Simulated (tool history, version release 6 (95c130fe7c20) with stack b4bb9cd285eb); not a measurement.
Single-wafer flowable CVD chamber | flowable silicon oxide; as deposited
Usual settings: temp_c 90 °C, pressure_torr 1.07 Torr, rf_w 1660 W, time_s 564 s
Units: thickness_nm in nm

run   hour  temp_c  pressure_torr  rf_w  time_s  wafers since the last listed run  hours since the last thermocouple change  hours since the last RF generator calibration  hours since the last manometer calibration  hours since the showerhead was replaced  hours since the gauge calibration  read-back reference wafer on the same gauge, thickness_nm  thickness_nm
  1    0.0      90           1.07  1660     564                                 0                                    1115.0                                         1508.4                                      1001.0                                   7265.5                              336.6                                                    526.769       625.743
  2   59.6      90           1.07  1660     564                               174                                    1174.6                                         1568.0                                      1060.6                                   7325.1                              396.2                                                    526.028       625.240
  3  111.2      90           1.07  1660     564                               150                                    1226.2                                         1619.6                                      1112.2                                   7376.7                              447.8                                                    525.241       621.415
  4  166.6      98           1.07  1660     607                               161                                    1281.6                                         1675.0                                      1167.6                                   7432.1                              503.2                                                    523.064       493.552
  5  196.1      90           1.07  1660     564                                86                                    1311.1                                         1704.5                                      1197.1                                   7461.6                              532.7                                                    522.573       621.405
  6  249.6      90           1.07  1660     564                               156                                    1364.6                                         1758.0                                      1250.6                                   7515.1                              586.2                                                    521.536       617.184
  7  377.2      90           1.07  1565     564                               372                                    1492.2                                         1885.6                                      1378.2                                   7642.7                              713.8                                                    518.986       617.699
  8  419.2      90           1.07  1565     564                               122                                    1534.2                                         1927.6                                      1420.2                                   7684.7                              755.8                                                    517.971       610.534
     433.9  -- showerhead replaced
     444.6  -- capacitance manometer re-zeroed and calibrated
  9  453.5      85           0.85  1860     564                                53                                    1568.5                                         1961.9                                         8.9                                     19.6                              790.1                                                    518.007       625.284
     507.9  -- gauge calibrated
 10  518.8      90           1.07  1660     564                               190                                    1633.8                                         2027.2                                        74.2                                     84.9                               10.9                                                    533.945       634.418
 11  576.4      90           1.07  1660     564                               168                                    1691.4                                         2084.8                                       131.8                                    142.5                               68.5                                                    532.653       629.595

The next listed run, before its measurement:
     610.6  -- RF generator calibrated
     632.9  -- thermocouple changed; heater temperature recalibrated
 12  639.5      75           1.17  1840     596                               137                                       6.6                                           28.9                                       194.9                                    205.6                              131.6                                                          ?             ?

Run 12 gave read-back reference wafer on the same gauge, thickness_nm 531.179, thickness_nm 1173.085 nm.
Without the tool's hidden state the same run would have given thickness_nm 1177.853 nm.

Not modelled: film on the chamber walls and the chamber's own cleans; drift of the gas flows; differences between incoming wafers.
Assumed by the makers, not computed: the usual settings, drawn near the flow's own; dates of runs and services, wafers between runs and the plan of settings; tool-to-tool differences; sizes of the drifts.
